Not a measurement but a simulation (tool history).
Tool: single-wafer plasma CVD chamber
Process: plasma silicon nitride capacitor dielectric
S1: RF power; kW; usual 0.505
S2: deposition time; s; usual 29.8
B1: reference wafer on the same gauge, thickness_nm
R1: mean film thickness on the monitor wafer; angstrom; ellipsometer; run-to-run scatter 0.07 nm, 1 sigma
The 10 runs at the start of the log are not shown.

run   hour     S1    S2      B1      R1
 11  119.9  0.445  29.8  39.113  424.48
 12  137.7  0.445  29.8  39.081  425.84
 13  155.6  0.445  29.8  39.081  424.32
     178.3  -- showerhead replaced
 14  179.8   0.55  32.7  39.106  497.09
 15  192.7   0.55  32.7  39.131   496.9
 16  202.4  0.505  29.8  39.088  441.29
 17  219.6  0.475  27.9  39.092  405.78
 18  236.6   0.55    32    39.1  483.59
 19    247   0.47  32.1  39.112  464.56
 20  264.6  0.595  27.8  39.098  430.65
 21  281.3  0.505  29.8  39.092  441.07
 22  299.7  0.505  29.8  39.103   440.3
     306.3  -- gauge calibrated
 23  310.8  0.505  29.8   39.11  439.98
 24  318.1  0.595    35  39.096  542.05
 25  335.8  0.405  26.8   39.12  372.82
 26  346.1  0.505  29.8  39.084  440.94
 27  359.4  0.505  29.8  39.121  440.32
 28  368.6   0.47  32.4   39.11  468.95

Run 29 comes next. What will it give?
     392.2  -- RF generator calibrated
 29  392.7  0.56  35.7   ?   ?

B1: 39.073
R1: 556.37 angstrom
Minus the tool's unlogged condition, the same run would have read R1 557.4 angstrom.

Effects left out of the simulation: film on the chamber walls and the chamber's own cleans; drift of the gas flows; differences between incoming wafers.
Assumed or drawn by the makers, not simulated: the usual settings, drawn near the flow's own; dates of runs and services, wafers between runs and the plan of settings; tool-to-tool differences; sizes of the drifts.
